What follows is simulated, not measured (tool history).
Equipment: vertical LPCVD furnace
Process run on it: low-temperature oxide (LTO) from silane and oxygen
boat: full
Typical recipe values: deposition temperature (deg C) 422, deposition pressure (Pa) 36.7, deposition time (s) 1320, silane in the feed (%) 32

run	hour	deposition temperature (deg C)	deposition pressure (Pa)	deposition time (s)	silane in the feed (%)	read-back reference wafer on the same gauge, thickness	film thickness on the monitor wafer in the middle of the boat (nm)
1	0	422	36.7	1320	32	267.06	241.59
# hour 21.5: gauge calibrated
2	42.2	422	36.7	1320	32	266.95	242.05
3	48.6	422	36.7	1320	32	267.17	241.78
4	59.4	422	36.7	1320	32	267.01	242.11
5	69.6	422	36.7	1140	34	267.03	226.73
# hour 107: pressure gauge zeroed
6	110	422	36.7	1320	32	266.98	229.45
7	118.5	422	36.7	1320	32	267.1	230
# hour 159.3: silane flow controller replaced
8	159.8	422	36.7	1320	32	266.83	230.28
9	163.7	422	36.7	1320	32	267.05	229.87
10	167.5	422	36.7	1320	32	267.06	229.8
11	175.9	422	36.7	1320	35	266.87	258.32
12	185.1	422	36.7	1320	35	267.02	258.42
13	193.9	427	34	1650	35	266.91	315.87
14	206.7	422	36.7	1320	32	266.9	229.49
15	220.6	414	36.7	1320	32	266.91	210.56
# hour 250.3: thermocouples replaced and temperature profile calibrated
16	250.8	415	43.3	1710	30	267	297.45
17	254.7	415	43.3	1710	30	267.04	298.09
# hour 255.6: gauge calibrated
18	258.7	422	30.7	1320	29	266.95	167.18
19	268.7	422	36.7	1320	32	267.06	229.57
20	282.6	429	36.7	1320	28	266.84	205.22
21	290.8	430	28.7	1320	32	267.09	194.63
22	302.7	422	36.7	1320	32	267.04	230.09
23	313.9	422	36.7	1320	28	266.99	190.54
24	322.4	415	31.3	870	36	266.99	139.69

Below are 3 alternative next runs, each starting from the tool's condition after run 24. Predict each:
A	326.3	422	36.7	900	32	?	?
B	326.3	427	36.7	1620	38	?	?
C	326.3	422	31.3	1320	26	?	?

run	read-back reference wafer on the same gauge, thickness	film thickness on the monitor wafer in the middle of the boat (nm)
A	266.93	156.94
B	266.93	369.82
C	266.93	145.98
With no hidden state in the tool, these same runs would have given:
run	film thickness on the monitor wafer in the middle of the boat (nm)
A	157.75
B	371.74
C	146.87

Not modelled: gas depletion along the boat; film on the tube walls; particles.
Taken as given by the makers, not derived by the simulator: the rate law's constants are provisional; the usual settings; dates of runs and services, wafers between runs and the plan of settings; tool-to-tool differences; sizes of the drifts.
